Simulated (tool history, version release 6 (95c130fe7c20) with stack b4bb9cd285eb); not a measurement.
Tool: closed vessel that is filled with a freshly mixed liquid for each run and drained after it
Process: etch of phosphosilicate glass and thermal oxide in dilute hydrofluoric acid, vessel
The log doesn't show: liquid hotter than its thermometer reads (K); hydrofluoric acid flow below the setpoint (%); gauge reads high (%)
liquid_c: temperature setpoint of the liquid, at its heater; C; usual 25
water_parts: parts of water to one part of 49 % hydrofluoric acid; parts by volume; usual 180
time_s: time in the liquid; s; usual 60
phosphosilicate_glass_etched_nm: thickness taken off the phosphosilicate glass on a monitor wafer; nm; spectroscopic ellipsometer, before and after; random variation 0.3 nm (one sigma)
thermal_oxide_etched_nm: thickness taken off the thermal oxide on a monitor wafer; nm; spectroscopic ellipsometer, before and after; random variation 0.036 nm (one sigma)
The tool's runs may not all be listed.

| run | hour | liquid_c | water_parts | time_s | wafers since the last listed run | hours since the thermometer was replaced | hours since the hydrofluoric acid flow meter was replaced | hours since the gauge calibration | read-back film thickness of the phosphosilicate glass reference wafer, read on the same gauge (nm) | read-back film thickness of the thermal oxide reference wafer, read on the same gauge (nm) | phosphosilicate_glass_etched_nm | thermal_oxide_etched_nm |
|---|---|---|---|---|---|---|---|---|---|---|---|---|
| 1 | 0 | 25 | 180 | 60 | 0 | 42.4 | 1624.5 | 1668.6 | 120.02 | 149.979 | 45.8 | 1.411 |
| 2 | 64.4 | 25 | 180 | 60 | 5122 | 106.8 | 1688.9 | 1733 | 120 | 149.998 | 46.11 | 1.462 |
|  | 80.2 | gauge calibrated |
| 3 | 125.9 | 25 | 180 | 60 | 4891 | 168.3 | 1750.4 | 45.7 | 120.01 | 149.976 | 46.13 | 1.483 |
| 4 | 171.9 | 25 | 180 | 60 | 3659 | 214.3 | 1796.4 | 91.7 | 119.99 | 149.99 | 45.9 | 1.426 |
| 5 | 228.4 | 25 | 180 | 60 | 4494 | 270.8 | 1852.9 | 148.2 | 120.03 | 149.964 | 45.66 | 1.48 |
| 6 | 274.6 | 25 | 180 | 60 | 3674 | 317 | 1899.1 | 194.4 | 120.01 | 150.026 | 45.87 | 1.51 |
| 7 | 322.8 | 25 | 180 | 60 | 3834 | 365.2 | 1947.3 | 242.6 | 119.99 | 149.96 | 45.71 | 1.418 |
| 8 | 359.2 | 25 | 180 | 60 | 2895 | 401.6 | 1983.7 | 279 | 119.99 | 149.932 | 45.54 | 1.441 |
| 9 | 392.7 | 22.5 | 210 | 40 | 2664 | 435.1 | 2017.2 | 312.5 | 119.99 | 150.026 | 23.07 | 0.725 |
|  | 408.2 | hydrofluoric acid flow meter replaced |
| 10 | 437.3 | 28 | 180 | 60 | 3468 | 479.7 | 29.1 | 357.1 | 119.99 | 150.008 | 51.91 | 1.618 |
| 11 | 490.7 | 21 | 135 | 75 | 4247 | 533.1 | 82.5 | 410.5 | 120.02 | 150.027 | 69.23 | 2.041 |
| 12 | 517.3 | 21.5 | 180 | 60 | 2115 | 559.7 | 109.1 | 437.1 | 120.02 | 149.947 | 39.97 | 1.287 |
| 13 | 544.1 | 23.5 | 110 | 60 | 2131 | 586.5 | 135.9 | 463.9 | 120.01 | 150.029 | 77.33 | 2.37 |
| 14 | 607 | 28 | 100 | 50 | 5003 | 649.4 | 198.8 | 526.8 | 120.01 | 150.043 | 85 | 2.621 |
| 15 | 651.9 | 28 | 265 | 70 | 3571 | 694.3 | 243.7 | 571.7 | 120.01 | 149.959 | 37.11 | 1.174 |
| 16 | 720 | 22.5 | 180 | 60 | 5416 | 762.4 | 311.8 | 639.8 | 120.01 | 149.953 | 41.81 | 1.3 |
| 17 | 756.8 | 25 | 180 | 60 | 2927 | 799.2 | 348.6 | 676.6 | 119.98 | 149.966 | 46.26 | 1.453 |
| 18 | 821.4 | 25 | 250 | 60 | 5138 | 863.8 | 413.2 | 741.2 | 120 | 149.982 | 30.56 | 0.964 |
| 19 | 879.6 | 29.5 | 260 | 60 | 4629 | 922 | 471.4 | 799.4 | 119.98 | 150.054 | 34.05 | 1.081 |
| 20 | 919.5 | 22 | 150 | 70 | 3173 | 961.9 | 511.3 | 839.3 | 120.03 | 149.993 | 58.73 | 1.841 |
| 21 | 956.2 | 21.5 | 255 | 90 | 2919 | 998.6 | 548 | 876 | 120 | 150.031 | 39.38 | 1.175 |
| 22 | 1149.6 | 25 | 95 | 60 | 15383 | 1192 | 741.4 | 1069.4 | 120.01 | 150.002 | 96.19 | 2.988 |
| 23 | 1189.3 | 25 | 180 | 60 | 3157 | 1231.7 | 781.1 | 1109.1 | 120.02 | 149.996 | 46.2 | 1.422 |
| 24 | 1243.3 | 25 | 180 | 45 | 4295 | 1285.7 | 835.1 | 1163.1 | 119.99 | 149.968 | 34.34 | 1.078 |
| 25 | 1280.6 | 25 | 180 | 60 | 2966 | 1323 | 872.4 | 1200.4 | 120.03 | 149.978 | 45.43 | 1.438 |
| 26 | 1343.9 | 23.5 | 140 | 45 | 5035 | 1386.3 | 935.7 | 1263.7 | 120 | 150.028 | 43.97 | 1.467 |

4 ways to go on from here, each from the tool as it stands after run 26. What would each give?
| A | 1344.6 | 25 | 180 | 60 | 55 | 1387 | 936.4 | 1264.4 | ? | ? | ? | ? |
| B | 1344.6 | 26.5 | 180 | 60 | 55 | 1387 | 936.4 | 1264.4 | ? | ? | ? | ? |
| C | 1344.6 | 23.5 | 180 | 30 | 55 | 1387 | 936.4 | 1264.4 | ? | ? | ? | ? |
| D | 1344.6 | 23.5 | 120 | 40 | 55 | 1387 | 936.4 | 1264.4 | ? | ? | ? | ? |

| run | read-back film thickness of the phosphosilicate glass reference wafer, read on the same gauge (nm) | read-back film thickness of the thermal oxide reference wafer, read on the same gauge (nm) | phosphosilicate_glass_etched_nm | thermal_oxide_etched_nm |
|---|---|---|---|---|
| A | 120 | 149.963 | 46.1 | 1.402 |
| B | 120 | 149.963 | 48.71 | 1.482 |
| C | 120 | 149.963 | 21.79 | 0.663 |
| D | 120 | 149.963 | 46.65 | 1.419 |
Without the tool's hidden state the same runs would have given:
| run | phosphosilicate_glass_etched_nm | thermal_oxide_etched_nm |
|---|---|---|
| A | 46.1 | 1.402 |
| B | 48.71 | 1.482 |
| C | 21.79 | 0.663 |
| D | 46.65 | 1.419 |
